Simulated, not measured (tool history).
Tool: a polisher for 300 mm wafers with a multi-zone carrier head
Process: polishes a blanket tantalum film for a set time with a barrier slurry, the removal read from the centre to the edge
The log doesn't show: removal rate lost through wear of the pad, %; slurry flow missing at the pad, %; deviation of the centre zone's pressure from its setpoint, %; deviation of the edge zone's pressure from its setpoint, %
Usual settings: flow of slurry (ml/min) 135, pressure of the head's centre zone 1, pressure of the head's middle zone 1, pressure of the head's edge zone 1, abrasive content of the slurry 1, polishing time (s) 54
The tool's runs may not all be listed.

run     day  flow of slurry (ml/min)  pressure of the head's centre zone  pressure of the head's middle zone  pressure of the head's edge zone  abrasive content of the slurry  polishing time (s)  wafers since the last listed run  wafers polished on this pad  hours since the slurry nozzle was cleaned  hours since the centre zone pressure was calibrated  hours since the edge zone pressure was calibrated  hours since the carrier head's membrane was replaced  incoming thickness of the incoming film, nm  film removed at the wafer's centre (nm)  film removed at mid-radius (nm)  film removed at the wafer's edge (nm)
  1       0                      135                                   1                                   1                                 1                               1                  54                                 0                           85                                      340.3                                                644.9                                              952.6                                                1348.3                                        352.7                                     94.4                             89.9                                   92.8
  2   0.517                      155                                   1                                   1                                 1                               1                  64                               166                          252                                      352.7                                                657.3                                                965                                                1360.7                                        366.5                                    113.2                            110.2                                  113.2
  3   1.079                      155                                   1                                   1                                 1                               1                  64                               181                          433                                      366.2                                                670.8                                              978.5                                                1374.2                                        361.8                                    114.7                            109.8                                  112.6
  4   1.792                      135                                1.08                                   1                                 1                               1                  54                               229                          662                                      383.3                                                687.9                                              995.6                                                1391.3                                        364.2                                     99.6                               90                                   90.3
  5   2.242                      135                                1.08                                   1                                 1                               1                  54                               144                          807                                      394.1                                                698.7                                             1006.4                                                1402.1                                        366.7                                    101.6                             90.9                                   94.8
      2.492  -- slurry nozzle cleaned
  6   2.625                      135                                1.08                                   1                                 1                               1                  54                               109                          917                                        3.2                                                707.9                                             1015.6                                                1411.3                                        360.1                                     99.3                             90.2                                   93.2
      3.525  -- carrier head's membrane replaced by a new one
  7   3.546                      135                                   1                                   1                                 1                               1                  54                               229                         1146                                       25.3                                                  730                                             1037.7                                                   0.5                                        354.1                                     91.9                             91.2                                   94.8
       4.45  -- worn pad replaced by a new one
      4.925  -- edge zone pressure recalibrated
  8   4.946                      135                                   1                                   1                                 1                               1                  70                               370                          132                                       58.9                                                763.6                                                0.5                                                  34.1                                          363                                    120.1                            116.6                                  121.7
  9   5.108                       90                                   1                                   1                                 1                               1                  54                                52                          184                                       62.8                                                767.5                                                4.4                                                    38                                        357.3                                     81.6                             79.9                                   85.1
 10   5.517                      135                                   1                                   1                                 1                               1                  70                               131                          316                                       72.6                                                777.3                                               14.2                                                  47.8                                        355.4                                    119.8                            118.9                                  118.8
 11     6.2                       95                                0.89                                   1                                 1                               1                  54                               219                          536                                         89                                                793.7                                               30.6                                                  64.2                                        359.1                                     73.3                             80.9                                   87.6
 12   6.692                      135                                1.03                                   1                                 1                             1.1                  54                               158                          694                                      100.8                                                805.5                                               42.4                                                    76                                        358.2                                       98                             91.7                                   94.2
 13   7.438                      135                                0.93                                   1                              0.95                               1                  54                               240                          934                                      118.7                                                823.4                                               60.3                                                  93.9                                        356.2                                     85.2                             90.1                                   91.6
      7.817  -- centre zone pressure recalibrated
 14   7.929                      135                                   1                                   1                                 1                               1                  54                               131                         1065                                      130.5                                                  2.7                                               72.1                                                 105.7                                        353.2                                     92.8                               90                                   91.5
      8.496  -- worn pad replaced by a new one
 15   8.521                      135                                   1                                   1                                 1                               1                  54                               136                            8                                      144.7                                                 16.9                                               86.3                                                 119.9                                        359.7                                     92.5                             89.3                                   91.8
 16   8.779                      170                                   1                                   1                              0.95                             0.9                  54                                83                           91                                      150.9                                                 23.1                                               92.5                                                 126.1                                        360.3                                     94.2                             91.5                                   89.1
 17   9.483                      135                                1.03                                 0.9                                 1                               1                  54                               226                          318                                      167.8                                                   40                                              109.4                                                   143                                        365.3                                     94.1                             82.9                                   90.6
 18   9.888                      135                                1.05                                1.06                                 1                             0.8                  37                               130                          448                                      177.5                                                 49.7                                              119.1                                                 152.7                                        368.1                                     62.3                             60.3                                   59.7
 19    10.3                      135                                   1                                   1                                 1                               1                  54                               132                          581                                      187.4                                                 59.6                                                129                                                 162.6                                        362.2                                     91.6                             90.2                                   93.2
 20  10.967                      135                                   1                                   1                                 1                               1                  54                               214                          796                                      203.4                                                 75.6                                                145                                                 178.6                                        364.4                                       92                             90.2                                     93
 21  11.546                      135                                1.03                                   1                              1.05                               1                  65                               186                          982                                      217.3                                                 89.5                                              158.9                                                 192.5                                        365.5                                    116.3                            108.7                                  113.7
 22  11.988                      135                                   1                                   1                                 1                               1                  39                               142                         1124                                      227.9                                                100.1                                              169.5                                                 203.1                                        360.1                                     66.4                             64.9                                   65.9
 23  12.288                      135                                   1                                   1                              0.92                               1                  54                                96                         1221                                      235.1                                                107.3                                              176.7                                                 210.3                                        359.1                                     91.1                             89.9                                   89.6

3 ways to go on from here, each from the tool as it stands after run 23. What would each give?
  A  12.304                      135                                   1                                   1                                 1                               1                  54                                 5                         1226                                      235.5                                                107.7                                              177.1                                                 210.7                                        357.6                                        ?                                ?                                      ?
  B  12.304                      135                                   1                                1.11                                 1                               1                  54                                 5                         1226                                      235.5                                                107.7                                              177.1                                                 210.7                                        357.6                                        ?                                ?                                      ?
  C  12.304                      135                                 0.9                                0.95                                 1                               1                  69                                 5                         1226                                      235.5                                                107.7                                              177.1                                                 210.7                                        357.6                                        ?                                ?                                      ?

run  film removed at the wafer's centre (nm)  film removed at mid-radius (nm)  film removed at the wafer's edge (nm)
  A                                     93.1                             90.3                                   93.8
  B                                     93.2                             98.3                                   93.7
  C                                      107                            110.7                                    120
Without the tool's hidden state the same runs would have given:
run  film removed at the wafer's centre (nm)  film removed at mid-radius (nm)  film removed at the wafer's edge (nm)
  A                                     93.1                             90.3                                   93.8
  B                                     93.2                             98.3                                   93.7
  C                                      107                            110.7                                    120
